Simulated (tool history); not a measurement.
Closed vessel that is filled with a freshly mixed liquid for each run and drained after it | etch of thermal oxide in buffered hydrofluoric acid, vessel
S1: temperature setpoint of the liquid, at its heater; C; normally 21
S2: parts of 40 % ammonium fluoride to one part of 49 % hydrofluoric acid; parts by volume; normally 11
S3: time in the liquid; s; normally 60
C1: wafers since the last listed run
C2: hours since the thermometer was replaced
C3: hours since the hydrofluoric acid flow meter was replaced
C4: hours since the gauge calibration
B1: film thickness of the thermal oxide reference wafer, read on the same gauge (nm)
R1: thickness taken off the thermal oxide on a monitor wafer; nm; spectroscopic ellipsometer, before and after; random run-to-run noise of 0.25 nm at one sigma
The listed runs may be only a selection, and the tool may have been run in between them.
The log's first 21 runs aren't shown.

run 22 hour=523.9 | S1=21 S2=11 S3=60 | C1=1720 C2=13.3 C3=253.3 C4=67.2 | B1=140 | R1=51.95
run 23 hour=546.1 | S1=21 S2=8.5 S3=30 | C1=2960 C2=35.5 C3=275.5 C4=89.4 | B1=140 | R1=32.32
run 24 hour=580.9 | S1=18 S2=8.5 S3=85 | C1=4641 C2=70.3 C3=310.3 C4=124.2 | B1=140 | R1=77.37
run 25 hour=615.9 | S1=25.5 S2=15.5 S3=80 | C1=4667 C2=105.3 C3=345.3 C4=159.2 | B1=139.99 | R1=63.4
run 26 hour=635.5 | S1=21 S2=14 S3=60 | C1=2614 C2=124.9 C3=364.9 C4=178.8 | B1=140 | R1=40.81
run 27 hour=655.4 | S1=25.5 S2=9.5 S3=60 | C1=2654 C2=144.8 C3=384.8 C4=198.7 | B1=140.02 | R1=74.96
run 28 hour=670.1 | S1=21 S2=11 S3=60 | C1=1960 C2=159.5 C3=399.5 C4=213.4 | B1=140 | R1=51.87
run 29 hour=697.4 | S1=17 S2=11 S3=60 | C1=3640 C2=186.8 C3=426.8 C4=240.7 | B1=140.01 | R1=41.68
run 30 hour=711.5 | S1=26 S2=13 S3=50 | C1=1880 C2=200.9 C3=440.9 C4=254.8 | B1=140.01 | R1=47.46
run 31 hour=746.3 | S1=26 S2=13.5 S3=30 | C1=4641 C2=235.7 C3=475.7 C4=289.6 | B1=140 | R1=27.52
run 32 hour=764.4 | S1=24.5 S2=8.5 S3=85 | C1=2413 C2=253.8 C3=493.8 C4=307.7 | B1=140.02 | R1=110.95

Consider 5 possible next runs. They are alternatives, not a sequence: every one starts from the tool as it was left by run 32. What does each give?
run A hour=765.1 | S1=21 S2=11 S3=60 | C1=93 C2=254.5 C3=494.5 C4=308.4 | B1=? | R1=?
run B hour=765.1 | S1=23.5 S2=13 S3=45 | C1=93 C2=254.5 C3=494.5 C4=308.4 | B1=? | R1=?
run C hour=765.1 | S1=21 S2=8 S3=60 | C1=93 C2=254.5 C3=494.5 C4=308.4 | B1=? | R1=?
run D hour=765.1 | S1=18 S2=11 S3=85 | C1=93 C2=254.5 C3=494.5 C4=308.4 | B1=? | R1=?
run E hour=765.1 | S1=17 S2=13.5 S3=60 | C1=93 C2=254.5 C3=494.5 C4=308.4 | B1=? | R1=?

run=A B1=139.99 R1=51.44
run=B B1=139.99 R1=37.62
run=C B1=139.99 R1=68.54
run=D B1=139.99 R1=61.55
run=E B1=139.99 R1=33.58
With no hidden state in the tool, these same runs would have given:
run=A R1=51.99
run=B R1=38.01
run=C R1=69.27
run=D R1=62.22
run=E R1=33.95
